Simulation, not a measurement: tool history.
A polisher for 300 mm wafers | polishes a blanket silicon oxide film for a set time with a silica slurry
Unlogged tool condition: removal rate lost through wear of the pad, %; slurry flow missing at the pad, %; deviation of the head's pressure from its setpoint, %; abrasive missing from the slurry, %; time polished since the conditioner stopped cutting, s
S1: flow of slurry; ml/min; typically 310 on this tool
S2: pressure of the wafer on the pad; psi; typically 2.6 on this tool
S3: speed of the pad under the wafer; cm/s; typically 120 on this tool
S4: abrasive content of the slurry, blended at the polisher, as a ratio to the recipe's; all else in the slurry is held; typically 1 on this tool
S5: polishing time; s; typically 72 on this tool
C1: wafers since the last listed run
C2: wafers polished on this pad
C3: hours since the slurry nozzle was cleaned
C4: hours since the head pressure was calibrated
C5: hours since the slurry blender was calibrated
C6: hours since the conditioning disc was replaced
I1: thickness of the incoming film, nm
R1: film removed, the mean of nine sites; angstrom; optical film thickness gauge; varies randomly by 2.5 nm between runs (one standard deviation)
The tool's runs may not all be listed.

Run 1, hour 0: usual settings but S4 0.8; C1 0; C2 575; C3 243.3; C4 1226.9; C5 74; C6 56; I1 1876. Result: R1 1513 angstrom.
Run 2, hour 33.1: usual settings but S4 0.8; C1 192; C2 767; C3 276.4; C4 1260; C5 107.1; C6 89.1; I1 1890.3. Result: R1 1509 angstrom.
Run 3, hour 69.1: usual settings but S1 275 ml/min; C1 208; C2 976; C3 312.4; C4 1296; C5 143.1; C6 125.1; I1 1892. Result: R1 1634 angstrom.
Run 4, hour 100.1: usual settings but S4 1.15; C1 179; C2 1156; C3 343.4; C4 1327; C5 174.1; C6 156.1; I1 1874.6. Result: R1 1747 angstrom.
At hour 129: slurry nozzle cleaned.
Run 5, hour 129.5: usual settings but S1 390 ml/min, S3 88 cm/s; C1 164; C2 1320; C3 0.5; C4 1356.4; C5 203.5; C6 185.5; I1 1885. Result: R1 1309 angstrom.
At hour 140.2: slurry blender recalibrated.
At hour 144.9: worn pad replaced by a new one.
At hour 162.1: conditioning disc replaced and pad reconditioned.
Run 6, hour 177.3: usual settings but S2 2 psi; C1 231; C2 176; C3 48.3; C4 1404.2; C5 37.1; C6 15.2; I1 1891.5. Result: R1 1383 angstrom.
Run 7, hour 205.3: usual settings but S1 415 ml/min, S2 1.8 psi; C1 162; C2 338; C3 76.3; C4 1432.2; C5 65.1; C6 43.2; I1 1911.4. Result: R1 1255 angstrom.
Run 8, hour 240: usual settings but S1 215 ml/min, S4 1.25, S5 91 s; C1 201; C2 540; C3 111; C4 1466.9; C5 99.8; C6 77.9; I1 1893.9. Result: R1 2295 angstrom.
Run 9, hour 259.1: usual settings; C1 110; C2 650; C3 130.1; C4 1486; C5 118.9; C6 97; I1 1884.1. Result: R1 1682 angstrom.
Run 10, hour 274.8: usual settings but S3 144 cm/s, S5 51 s; C1 91; C2 742; C3 145.8; C4 1501.7; C5 134.6; C6 112.7; I1 1915.1. Result: R1 1387 angstrom.
At hour 306.4: head pressure recalibrated.
Run 11, hour 306.9: usual settings; C1 174; C2 916; C3 177.9; C4 0.5; C5 166.7; C6 144.8; I1 1887.1. Result: R1 1661 angstrom.
At hour 334.5: worn pad replaced by a new one.
Run 12, hour 335: usual settings but S2 3.4 psi; C1 139; C2 2; C3 206; C4 28.6; C5 194.8; C6 172.9; I1 1898.7. Result: R1 2059 angstrom.
Run 13, hour 362: usual settings but S3 146 cm/s; C1 156; C2 159; C3 233; C4 55.6; C5 221.8; C6 199.9; I1 1866.4. Result: R1 1986 angstrom.
At hour 387.3: slurry blender recalibrated.
Run 14, hour 387.8: usual settings; C1 138; C2 297; C3 258.8; C4 81.4; C5 0.5; C6 225.7; I1 1898.5. Result: R1 1644 angstrom.
At hour 411.4: conditioning disc replaced and pad reconditioned.
Run 15, hour 419.7: usual settings but S1 410 ml/min, S2 1.8 psi; C1 173; C2 471; C3 290.7; C4 113.3; C5 32.4; C6 8.3; I1 1878. Result: R1 1270 angstrom.
Run 16, hour 454.4: usual settings but S1 390 ml/min, S3 88 cm/s; C1 201; C2 672; C3 325.4; C4 148; C5 67.1; C6 43; I1 1865.5. Result: R1 1332 angstrom.
Run 17, hour 488.1: usual settings but S2 3.5 psi; C1 195; C2 868; C3 359.1; C4 181.7; C5 100.8; C6 76.7; I1 1911.4. Result: R1 2069 angstrom.
Run 18, hour 503.4: usual settings but S3 160 cm/s, S4 1.15, S5 57 s; C1 88; C2 956; C3 374.4; C4 197; C5 116.1; C6 92; I1 1867.9. Result: R1 1755 angstrom.
Run 19, hour 532.8: usual settings but S1 340 ml/min; C1 170; C2 1127; C3 403.8; C4 226.4; C5 145.5; C6 121.4; I1 1887. Result: R1 1719 angstrom.
At hour 539.1: slurry nozzle cleaned.
At hour 555.6: worn pad replaced by a new one.
Run 20, hour 556.1: usual settings but S5 95 s; C1 106; C2 3; C3 17; C4 249.7; C5 168.8; C6 144.7; I1 1903.9. Result: R1 2247 angstrom.
Run 21, hour 569.2: usual settings but S3 100 cm/s; C1 76; C2 79; C3 30.1; C4 262.8; C5 181.9; C6 157.8; I1 1887.4. Result: R1 1454 angstrom.
At hour 589: slurry blender recalibrated.
Run 22, hour 593.8: usual settings but S1 215 ml/min, S4 1.25, S5 91 s; C1 131; C2 210; C3 54.7; C4 287.4; C5 4.8; C6 182.4; I1 1891. Result: R1 2242 angstrom.
Run 23, hour 617.6: usual settings but S1 265 ml/min, S5 63 s; C1 138; C2 348; C3 78.5; C4 311.2; C5 28.6; C6 206.2; I1 1909.4. Result: R1 1434 angstrom.
At hour 630.1: conditioning disc replaced and pad reconditioned.
Run 24, hour 634.5: usual settings but S1 390 ml/min, S3 142 cm/s, S4 0.85, S5 90 s; C1 86; C2 435; C3 95.4; C4 328.1; C5 45.5; C6 4.4; I1 1923.1. Result: R1 2297 angstrom.

What was the tool's hidden state at every run in the log?
removal rate lost through wear of the pad, %: 0 at every run
slurry flow missing at the pad, %: 0 at every run
deviation of the head's pressure from its setpoint, %: 0 at every run
abrasive missing from the slurry, %: 0 at every run
time polished since the conditioner stopped cutting, s: 0 at every run

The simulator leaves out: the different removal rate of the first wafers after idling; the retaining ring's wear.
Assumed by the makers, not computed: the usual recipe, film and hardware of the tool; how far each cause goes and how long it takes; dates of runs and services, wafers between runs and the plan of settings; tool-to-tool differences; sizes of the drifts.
